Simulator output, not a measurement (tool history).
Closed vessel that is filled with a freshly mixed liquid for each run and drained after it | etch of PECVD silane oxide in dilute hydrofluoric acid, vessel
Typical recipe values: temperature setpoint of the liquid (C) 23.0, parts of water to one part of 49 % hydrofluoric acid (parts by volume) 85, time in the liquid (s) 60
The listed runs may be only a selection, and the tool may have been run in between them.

run,hour,temperature setpoint of the liquid (C),parts of water to one part of 49 % hydrofluoric acid (parts by volume),time in the liquid (s),"read-back film thickness of the PECVD silane oxide reference wafer, read on the same gauge (nm)",thickness taken off the PECVD silane oxide on a monitor wafer (Å)
1,0.0,23.0,70,60,140.01,411.7
2,91.5,23.0,70,60,139.98,416.3
3,175.6,23.0,70,60,140.01,412.0
4,255.0,23.0,85,80,140.00,440.4
5,332.1,23.0,85,60,139.99,332.9
# hour 410.9: hydrofluoric acid flow meter replaced
6,429.1,23.0,85,60,140.00,342.3
7,476.4,23.0,85,60,139.99,334.6
# hour 486.8: thermometer replaced
8,556.8,19.5,110,30,140.01,100.3
# hour 719.4: gauge calibrated
9,739.0,21.5,60,75,140.00,527.0
10,829.4,23.0,85,90,140.00,468.9
11,907.8,24.5,105,35,140.01,153.1
12,953.6,18.5,115,80,140.02,246.7
13,997.3,21.5,85,60,140.01,295.0
14,1037.4,23.0,85,60,140.02,314.8

5 options for the next run, each taken on its own from the tool as it stands now. Forecast them:
A,1038.1,23.0,105,60,?,?
B,1038.1,23.0,100,60,?,?
C,1038.1,26.5,85,60,?,?
D,1038.1,19.0,60,45,?,?
E,1038.1,23.0,85,40,?,?

run,"read-back film thickness of the PECVD silane oxide reference wafer, read on the same gauge (nm)",thickness taken off the PECVD silane oxide on a monitor wafer (Å)
A,140.00,248.3
B,140.00,262.3
C,140.00,361.0
D,140.00,292.1
E,140.00,209.6
The same runs, with their run-to-run variation unchanged, on a tool lacking any hidden condition would have given:
run,thickness taken off the PECVD silane oxide on a monitor wafer (Å)
A,239.6
B,253.1
C,348.5
D,281.2
E,202.2

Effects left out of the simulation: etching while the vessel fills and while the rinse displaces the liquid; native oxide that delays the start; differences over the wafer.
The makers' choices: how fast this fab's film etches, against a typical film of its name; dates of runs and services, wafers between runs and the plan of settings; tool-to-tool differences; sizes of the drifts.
